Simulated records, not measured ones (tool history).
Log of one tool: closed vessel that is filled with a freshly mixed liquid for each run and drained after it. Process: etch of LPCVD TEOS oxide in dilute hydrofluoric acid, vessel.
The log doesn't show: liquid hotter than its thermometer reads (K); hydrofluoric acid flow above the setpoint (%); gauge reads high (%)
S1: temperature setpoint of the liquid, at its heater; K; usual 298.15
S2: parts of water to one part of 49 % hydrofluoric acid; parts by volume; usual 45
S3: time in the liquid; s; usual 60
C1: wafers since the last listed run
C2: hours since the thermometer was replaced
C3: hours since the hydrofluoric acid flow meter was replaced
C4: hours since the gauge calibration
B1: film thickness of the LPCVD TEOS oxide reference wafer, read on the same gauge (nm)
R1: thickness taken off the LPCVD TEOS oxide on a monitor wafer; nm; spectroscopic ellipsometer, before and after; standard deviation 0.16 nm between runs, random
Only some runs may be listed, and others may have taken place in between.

| run | day | S1 | S2 | S3 | C1 | C2 | C3 | C4 | B1 | R1 |
|---|---|---|---|---|---|---|---|---|---|---|
| 1 | 0.000 | 299.65 | 45 | 60 | 0 | 2096.5 | 596.5 | 232.3 | 89.99 | 49.28 |
| 2 | 0.496 | 298.15 | 35 | 60 | 738 | 2108.4 | 608.4 | 244.2 | 90.01 | 60.34 |
|  | 0.621 | thermometer replaced |
| 3 | 0.950 | 298.15 | 35 | 60 | 614 | 7.9 | 619.3 | 255.1 | 90.01 | 60.42 |
|  | 1.367 | hydrofluoric acid flow meter replaced |
| 4 | 1.654 | 301.65 | 45 | 60 | 986 | 24.8 | 6.9 | 272.0 | 90.00 | 54.64 |
| 5 | 2.088 | 301.65 | 45 | 60 | 645 | 35.2 | 17.3 | 282.4 | 90.00 | 55.14 |
| 6 | 2.404 | 301.65 | 45 | 60 | 471 | 42.8 | 24.9 | 290.0 | 90.00 | 54.66 |
| 7 | 2.808 | 298.15 | 45 | 60 | 601 | 52.5 | 34.6 | 299.7 | 89.99 | 47.69 |
| 8 | 3.308 | 298.15 | 45 | 60 | 744 | 64.5 | 46.6 | 311.7 | 90.00 | 47.40 |
| 9 | 3.796 | 298.15 | 45 | 60 | 725 | 76.2 | 58.3 | 323.4 | 90.00 | 47.93 |
| 10 | 4.121 | 298.15 | 45 | 60 | 483 | 84.0 | 66.1 | 331.2 | 89.99 | 47.70 |
|  | 4.642 | hydrofluoric acid flow meter replaced, repeated, since the last time left the tool worse |
| 11 | 5.146 | 298.15 | 30 | 45 | 1464 | 108.6 | 12.1 | 355.8 | 89.99 | 51.90 |
| 12 | 5.771 | 301.65 | 45 | 60 | 930 | 123.6 | 27.1 | 370.8 | 89.99 | 52.45 |
| 13 | 6.321 | 295.15 | 45 | 60 | 818 | 136.8 | 40.3 | 384.0 | 90.00 | 39.81 |
| 14 | 6.688 | 298.15 | 45 | 30 | 545 | 145.6 | 49.1 | 392.8 | 90.01 | 22.61 |
| 15 | 7.392 | 295.65 | 45 | 60 | 1048 | 162.5 | 66.0 | 409.7 | 89.99 | 40.72 |
| 16 | 8.042 | 298.15 | 45 | 60 | 967 | 178.1 | 81.6 | 425.3 | 90.00 | 45.06 |
| 17 | 9.000 | 303.15 | 35 | 45 | 1426 | 201.1 | 104.6 | 448.3 | 90.00 | 54.30 |
| 18 | 9.283 | 298.15 | 45 | 75 | 421 | 207.9 | 111.4 | 455.1 | 90.00 | 56.48 |
| 19 | 9.838 | 301.65 | 45 | 30 | 825 | 221.2 | 124.7 | 468.4 | 90.01 | 26.06 |
| 20 | 10.317 | 298.15 | 45 | 60 | 713 | 232.7 | 136.2 | 479.9 | 89.99 | 45.36 |
| 21 | 10.571 | 301.15 | 55 | 35 | 378 | 238.8 | 142.3 | 486.0 | 90.01 | 24.11 |
|  | 11.158 | gauge calibrated |
| 22 | 11.296 | 298.15 | 45 | 60 | 1079 | 256.2 | 159.7 | 3.3 | 90.01 | 45.47 |
| 23 | 11.575 | 298.15 | 25 | 85 | 415 | 262.9 | 166.4 | 10.0 | 90.01 | 118.74 |
| 24 | 12.058 | 296.65 | 40 | 60 | 719 | 274.5 | 178.0 | 21.6 | 90.02 | 48.40 |
| 25 | 12.312 | 301.15 | 60 | 60 | 378 | 280.6 | 184.1 | 27.7 | 90.00 | 37.67 |
| 26 | 12.700 | 298.15 | 45 | 60 | 576 | 289.9 | 193.4 | 37.0 | 90.02 | 45.55 |
| 27 | 13.058 | 295.15 | 55 | 30 | 533 | 298.5 | 202.0 | 45.6 | 90.01 | 16.26 |
| 28 | 13.433 | 299.65 | 30 | 35 | 558 | 307.5 | 211.0 | 54.6 | 90.01 | 43.33 |
| 29 | 14.092 | 293.65 | 50 | 30 | 980 | 323.3 | 226.8 | 70.4 | 89.99 | 16.77 |
| 30 | 15.367 | 302.15 | 45 | 60 | 1898 | 353.9 | 257.4 | 101.0 | 90.01 | 53.77 |
| 31 | 15.921 | 302.15 | 25 | 95 | 825 | 367.2 | 270.7 | 114.3 | 89.99 | 157.67 |
| 32 | 16.358 | 298.15 | 45 | 60 | 651 | 377.7 | 281.2 | 124.8 | 90.01 | 45.80 |

5 ways to go on from here, each from the tool as it stands after run 32. What would each give?
| A | 16.388 | 298.15 | 45 | 60 | 43 | 378.4 | 281.9 | 125.5 | ? | ? |
| B | 16.388 | 300.65 | 50 | 40 | 43 | 378.4 | 281.9 | 125.5 | ? | ? |
| C | 16.388 | 295.15 | 30 | 60 | 43 | 378.4 | 281.9 | 125.5 | ? | ? |
| D | 16.388 | 299.65 | 45 | 80 | 43 | 378.4 | 281.9 | 125.5 | ? | ? |
| E | 16.388 | 298.15 | 45 | 35 | 43 | 378.4 | 281.9 | 125.5 | ? | ? |

| run | B1 | R1 |
|---|---|---|
| A | 90.00 | 45.42 |
| B | 90.00 | 29.96 |
| C | 90.00 | 61.31 |
| D | 90.00 | 64.39 |
| E | 90.00 | 26.50 |
The same runs, with their run-to-run variation unchanged, on a tool lacking any hidden condition would have given:
| run | R1 |
|---|---|
| A | 44.71 |
| B | 29.48 |
| C | 60.36 |
| D | 63.37 |
| E | 26.08 |
